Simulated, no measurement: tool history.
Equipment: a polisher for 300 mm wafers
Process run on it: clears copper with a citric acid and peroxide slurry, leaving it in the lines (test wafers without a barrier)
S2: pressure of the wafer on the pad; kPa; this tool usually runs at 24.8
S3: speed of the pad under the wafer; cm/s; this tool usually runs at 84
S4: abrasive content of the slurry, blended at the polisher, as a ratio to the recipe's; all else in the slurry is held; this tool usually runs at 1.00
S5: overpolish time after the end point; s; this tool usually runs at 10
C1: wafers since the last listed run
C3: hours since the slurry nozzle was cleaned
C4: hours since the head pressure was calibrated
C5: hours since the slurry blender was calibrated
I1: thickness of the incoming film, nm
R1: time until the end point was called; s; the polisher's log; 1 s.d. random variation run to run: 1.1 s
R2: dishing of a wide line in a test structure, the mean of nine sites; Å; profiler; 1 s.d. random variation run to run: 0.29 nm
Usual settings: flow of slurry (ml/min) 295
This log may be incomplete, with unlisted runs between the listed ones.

{"run": 1, "day": 0.0, "flow of slurry (ml/min)": 295, "S2": 24.8, "S3": 84, "S4": 1.0, "S5": 7, "C1": 0, "wafers polished on this pad": 1353, "C3": 65.7, "C4": 341.9, "C5": 168.6, "I1": 263.9, "R1": 106.2, "R2": 136}
{"day": 0.629, "done": "worn pad replaced by a new one"}
{"run": 2, "day": 1.617, "flow of slurry (ml/min)": 295, "S2": 24.8, "S3": 84, "S4": 1.0, "S5": 13, "C1": 244, "wafers polished on this pad": 166, "C3": 104.5, "C4": 380.7, "C5": 207.4, "I1": 275.1, "R1": 109.6, "R2": 238}
{"run": 3, "day": 2.717, "flow of slurry (ml/min)": 295, "S2": 24.8, "S3": 84, "S4": 1.0, "S5": 13, "C1": 185, "wafers polished on this pad": 352, "C3": 130.9, "C4": 407.1, "C5": 233.8, "I1": 273.0, "R1": 109.3, "R2": 234}
{"run": 4, "day": 5.504, "flow of slurry (ml/min)": 295, "S2": 24.8, "S3": 84, "S4": 1.0, "S5": 13, "C1": 470, "wafers polished on this pad": 822, "C3": 197.8, "C4": 474.0, "C5": 300.7, "I1": 266.6, "R1": 107.2, "R2": 240}
{"day": 6.371, "done": "slurry nozzle cleaned"}
{"run": 5, "day": 6.733, "flow of slurry (ml/min)": 295, "S2": 24.8, "S3": 84, "S4": 1.0, "S5": 10, "C1": 200, "wafers polished on this pad": 1022, "C3": 8.7, "C4": 503.5, "C5": 330.2, "I1": 267.3, "R1": 108.3, "R2": 185}
{"run": 6, "day": 9.617, "flow of slurry (ml/min)": 295, "S2": 24.8, "S3": 84, "S4": 1.0, "S5": 10, "C1": 486, "wafers polished on this pad": 1509, "C3": 77.9, "C4": 572.7, "C5": 399.4, "I1": 267.6, "R1": 107.8, "R2": 180}
{"day": 10.517, "done": "worn pad replaced by a new one, of another model than before"}
{"day": 13.821, "done": "head pressure recalibrated"}
{"run": 7, "day": 15.258, "flow of slurry (ml/min)": 295, "S2": 24.8, "S3": 84, "S4": 1.0, "S5": 10, "C1": 909, "wafers polished on this pad": 785, "C3": 213.3, "C4": 34.5, "C5": 534.8, "I1": 269.7, "R1": 113.5, "R2": 173}
{"day": 15.483, "done": "slurry blender recalibrated"}
{"run": 8, "day": 16.379, "flow of slurry (ml/min)": 295, "S2": 24.8, "S3": 84, "S4": 1.0, "S5": 10, "C1": 175, "wafers polished on this pad": 960, "C3": 240.2, "C4": 61.4, "C5": 21.5, "I1": 267.7, "R1": 105.8, "R2": 197}
{"day": 17.517, "done": "slurry nozzle cleaned"}
{"run": 9, "day": 17.917, "flow of slurry (ml/min)": 295, "S2": 24.8, "S3": 84, "S4": 1.0, "S5": 10, "C1": 252, "wafers polished on this pad": 1213, "C3": 9.6, "C4": 98.3, "C5": 58.4, "I1": 271.9, "R1": 107.6, "R2": 195}
{"run": 10, "day": 19.208, "flow of slurry (ml/min)": 295, "S2": 24.8, "S3": 84, "S4": 1.0, "S5": 10, "C1": 217, "wafers polished on this pad": 1431, "C3": 40.6, "C4": 129.3, "C5": 89.4, "I1": 268.1, "R1": 104.1, "R2": 187}
{"day": 20.042, "done": "worn pad replaced by a new one"}
{"run": 11, "day": 21.646, "flow of slurry (ml/min)": 295, "S2": 24.8, "S3": 94, "S4": 1.0, "S5": 10, "C1": 383, "wafers polished on this pad": 270, "C3": 99.1, "C4": 187.8, "C5": 147.9, "I1": 271.7, "R1": 100.1, "R2": 198}
{"run": 12, "day": 23.562, "flow of slurry (ml/min)": 295, "S2": 24.8, "S3": 84, "S4": 0.85, "S5": 9, "C1": 323, "wafers polished on this pad": 594, "C3": 145.1, "C4": 233.8, "C5": 193.9, "I1": 269.8, "R1": 110.6, "R2": 162}
{"run": 13, "day": 24.617, "flow of slurry (ml/min)": 345, "S2": 24.8, "S3": 84, "S4": 1.0, "S5": 15, "C1": 177, "wafers polished on this pad": 771, "C3": 170.4, "C4": 259.1, "C5": 219.2, "I1": 271.0, "R1": 105.7, "R2": 279}
{"run": 14, "day": 26.383, "flow of slurry (ml/min)": 210, "S2": 24.8, "S3": 102, "S4": 1.0, "S5": 15, "C1": 298, "wafers polished on this pad": 1069, "C3": 212.8, "C4": 301.5, "C5": 261.6, "I1": 266.5, "R1": 101.1, "R2": 285}
{"day": 27.579, "done": "slurry nozzle cleaned"}
{"run": 15, "day": 28.142, "flow of slurry (ml/min)": 295, "S2": 24.8, "S3": 84, "S4": 1.0, "S5": 10, "C1": 289, "wafers polished on this pad": 1359, "C3": 13.5, "C4": 343.7, "C5": 303.8, "I1": 271.3, "R1": 108.3, "R2": 192}
{"run": 16, "day": 29.708, "flow of slurry (ml/min)": 295, "S2": 24.8, "S3": 84, "S4": 0.8, "S5": 10, "C1": 264, "wafers polished on this pad": 1623, "C3": 51.1, "C4": 381.3, "C5": 341.4, "I1": 266.8, "R1": 114.2, "R2": 179}
{"day": 30.042, "done": "worn pad replaced by a new one"}
{"run": 17, "day": 31.617, "flow of slurry (ml/min)": 375, "S2": 24.8, "S3": 84, "S4": 1.0, "S5": 10, "C1": 293, "wafers polished on this pad": 265, "C3": 96.9, "C4": 427.1, "C5": 387.2, "I1": 267.1, "R1": 109.3, "R2": 184}
{"run": 18, "day": 33.446, "flow of slurry (ml/min)": 295, "S2": 24.8, "S3": 84, "S4": 1.15, "S5": 10, "C1": 308, "wafers polished on this pad": 573, "C3": 140.8, "C4": 471.0, "C5": 431.1, "I1": 274.9, "R1": 112.4, "R2": 184}
{"day": 33.529, "done": "slurry blender recalibrated"}
{"run": 19, "day": 38.117, "flow of slurry (ml/min)": 340, "S2": 24.8, "S3": 84, "S4": 1.0, "S5": 10, "C1": 774, "wafers polished on this pad": 1348, "C3": 252.9, "C4": 583.1, "C5": 110.1, "I1": 267.1, "R1": 104.3, "R2": 196}
{"day": 38.638, "done": "worn pad replaced by a new one"}
{"day": 38.712, "done": "slurry nozzle cleaned"}
{"day": 39.088, "done": "head pressure recalibrated"}
{"run": 20, "day": 40.133, "flow of slurry (ml/min)": 335, "S2": 29.6, "S3": 84, "S4": 0.8, "S5": 16, "C1": 290, "wafers polished on this pad": 231, "C3": 34.1, "C4": 25.1, "C5": 158.5, "I1": 274.0, "R1": 94.3, "R2": 335}
{"run": 21, "day": 42.042, "flow of slurry (ml/min)": 295, "S2": 24.8, "S3": 84, "S4": 1.1, "S5": 4, "C1": 321, "wafers polished on this pad": 553, "C3": 79.9, "C4": 70.9, "C5": 204.3, "I1": 275.4, "R1": 106.1, "R2": 78}
{"run": 22, "day": 43.554, "flow of slurry (ml/min)": 295, "S2": 24.8, "S3": 62, "S4": 1.0, "S5": 12, "C1": 255, "wafers polished on this pad": 808, "C3": 116.2, "C4": 107.2, "C5": 240.6, "I1": 272.0, "R1": 133.1, "R2": 187}
{"run": 23, "day": 45.071, "flow of slurry (ml/min)": 295, "S2": 15.9, "S3": 84, "S4": 0.85, "S5": 10, "C1": 255, "wafers polished on this pad": 1064, "C3": 152.6, "C4": 143.6, "C5": 277.0, "I1": 266.2, "R1": 165.5, "R2": 123}
{"day": 47.321, "done": "worn pad replaced by a new one"}
{"run": 24, "day": 47.996, "flow of slurry (ml/min)": 295, "S2": 24.8, "S3": 76, "S4": 1.0, "S5": 10, "C1": 465, "wafers polished on this pad": 114, "C3": 222.8, "C4": 213.8, "C5": 347.2, "I1": 264.7, "R1": 115.3, "R2": 172}
{"day": 48.204, "done": "slurry nozzle cleaned"}
{"run": 25, "day": 49.55, "flow of slurry (ml/min)": 295, "S2": 24.8, "S3": 84, "S4": 1.0, "S5": 10, "C1": 255, "wafers polished on this pad": 369, "C3": 32.3, "C4": 251.1, "C5": 384.5, "I1": 274.3, "R1": 111.5, "R2": 181}

Predict each of these 3 candidate next runs independently; none follows another, all start after run 25:
{"run": "A", "day": 49.571, "flow of slurry (ml/min)": 330, "S2": 24.8, "S3": 84, "S4": 1.0, "S5": 10, "C1": 3, "wafers polished on this pad": 372, "C3": 32.8, "C4": 251.6, "C5": 385.0, "I1": 270.1, "R1": "?", "R2": "?"}
{"run": "B", "day": 49.571, "flow of slurry (ml/min)": 295, "S2": 24.8, "S3": 64, "S4": 0.75, "S5": 10, "C1": 3, "wafers polished on this pad": 372, "C3": 32.8, "C4": 251.6, "C5": 385.0, "I1": 270.1, "R1": "?", "R2": "?"}
{"run": "C", "day": 49.571, "flow of slurry (ml/min)": 295, "S2": 27.6, "S3": 84, "S4": 0.9, "S5": 10, "C1": 3, "wafers polished on this pad": 372, "C3": 32.8, "C4": 251.6, "C5": 385.0, "I1": 270.1, "R1": "?", "R2": "?"}

run=A R1=110.4 R2=191
run=B R1=139.3 R2=153
run=C R1=103.4 R2=203
Without the tool's unlogged condition, the same runs would have read:
run=A R1=103.2 R2=203
run=B R1=130.5 R2=163
run=C R1=96.7 R2=216
